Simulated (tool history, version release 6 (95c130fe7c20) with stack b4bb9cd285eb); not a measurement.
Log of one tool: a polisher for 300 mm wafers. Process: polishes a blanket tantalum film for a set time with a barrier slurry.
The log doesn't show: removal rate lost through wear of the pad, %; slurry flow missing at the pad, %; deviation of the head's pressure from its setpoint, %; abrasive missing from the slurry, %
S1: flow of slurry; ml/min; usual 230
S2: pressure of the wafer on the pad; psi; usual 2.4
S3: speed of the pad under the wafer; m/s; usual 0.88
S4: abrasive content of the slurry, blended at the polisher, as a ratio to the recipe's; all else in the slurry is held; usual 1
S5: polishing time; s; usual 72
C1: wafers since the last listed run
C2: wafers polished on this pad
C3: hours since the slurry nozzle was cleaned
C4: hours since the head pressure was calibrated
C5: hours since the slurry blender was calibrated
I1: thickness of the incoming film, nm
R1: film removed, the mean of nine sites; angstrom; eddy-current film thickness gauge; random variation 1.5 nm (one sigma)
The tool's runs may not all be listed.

| run | hour | S1 | S2 | S3 | S4 | S5 | C1 | C2 | C3 | C4 | C5 | I1 | R1 |
|---|---|---|---|---|---|---|---|---|---|---|---|---|---|
| 1 | 0 | 230 | 2 | 0.88 | 1 | 56 | 0 | 728 | 393.6 | 517.1 | 112 | 349.5 | 690 |
| 2 | 12.2 | 230 | 2.4 | 0.88 | 1 | 72 | 135 | 863 | 405.8 | 529.3 | 124.2 | 347.9 | 988 |
| 3 | 28.9 | 230 | 2.4 | 0.88 | 1 | 72 | 184 | 1048 | 422.5 | 546 | 140.9 | 346.7 | 977 |
| 4 | 48.3 | 230 | 2.4 | 0.88 | 1 | 83 | 214 | 1263 | 441.9 | 565.4 | 160.3 | 348.1 | 1118 |
| 5 | 67.5 | 230 | 2.4 | 0.88 | 1 | 72 | 212 | 1475 | 461.1 | 584.6 | 179.5 | 352.3 | 926 |
|  | 86.4 | worn pad replaced by a new one |
| 6 | 86.9 | 230 | 2.4 | 0.88 | 1 | 72 | 170 | 5 | 480.5 | 604 | 198.9 | 350.7 | 1034 |
| 7 | 103.8 | 230 | 2.4 | 0.88 | 1 | 72 | 187 | 192 | 497.4 | 620.9 | 215.8 | 348.1 | 1011 |
|  | 109.9 | slurry blender recalibrated |
|  | 134.6 | head pressure recalibrated |
| 8 | 139 | 230 | 2.4 | 0.88 | 1 | 72 | 345 | 538 | 532.6 | 4.4 | 29.1 | 356.8 | 1001 |
| 9 | 155.9 | 230 | 2.8 | 1.08 | 1.1 | 72 | 187 | 725 | 549.5 | 21.3 | 46 | 348.3 | 1417 |
| 10 | 182.3 | 300 | 2.4 | 0.68 | 1 | 72 | 292 | 1017 | 575.9 | 47.7 | 72.4 | 347.9 | 798 |
| 11 | 200.2 | 175 | 2.4 | 0.88 | 0.85 | 72 | 198 | 1216 | 593.8 | 65.6 | 90.3 | 348.9 | 872 |

Forecast run 12:
| 12 | 219.6 | 230 | 2.8 | 0.88 | 1 | 72 | 214 | 1430 | 613.2 | 85 | 109.7 | 353.1 | ? |

Run 12 gave R1 1047 angstrom.
Without the tool's hidden state the same run would have given R1 1138 angstrom.
